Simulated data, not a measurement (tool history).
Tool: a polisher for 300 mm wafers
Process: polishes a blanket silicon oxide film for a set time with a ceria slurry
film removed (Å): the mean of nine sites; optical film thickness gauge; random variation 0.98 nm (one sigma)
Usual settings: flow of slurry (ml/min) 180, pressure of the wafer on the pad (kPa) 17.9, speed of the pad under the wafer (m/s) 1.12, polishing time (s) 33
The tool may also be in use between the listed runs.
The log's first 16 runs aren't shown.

run,hour,flow of slurry (ml/min),pressure of the wafer on the pad (kPa),speed of the pad under the wafer (m/s),polishing time (s),"incoming thickness of the incoming film, nm",film removed (Å)
17,1057.8,200,12.4,1.48,33,1434.7,1175
18,1113.9,145,17.9,1.12,33,1405.9,1354
19,1212.3,180,17.9,1.12,33,1417.1,1369
20,1252,180,17.9,1.12,37,1391.6,1538
21,1328.6,180,17.9,1.12,33,1408.6,1370
# hour 1397.3: worn pad replaced by a new one
22,1420.9,180,17.9,1.12,33,1411.7,1334
23,1487.5,180,22.1,1.12,33,1409.8,1630
# hour 1516.4: slurry nozzle cleaned
24,1564.6,145,17.9,1.12,24,1408,937
25,1602.2,150,15.9,0.92,25,1414.9,748
# hour 1614.9: head pressure recalibrated
26,1784.2,180,14.5,1.12,33,1426,1134
27,1876.6,125,17.9,1.12,33,1406.5,1295
28,1983.4,180,17.9,1.12,33,1422.9,1373

Run 29 comes next. What will it give?
# hour 2084.2: worn pad replaced by a new one
29,2136,180,23.4,1.12,37,1407.5,?

{"run 29": {"film removed (Å)": 1978}}
Without the tool's hidden state the same run would have given film removed (Å) 2103.
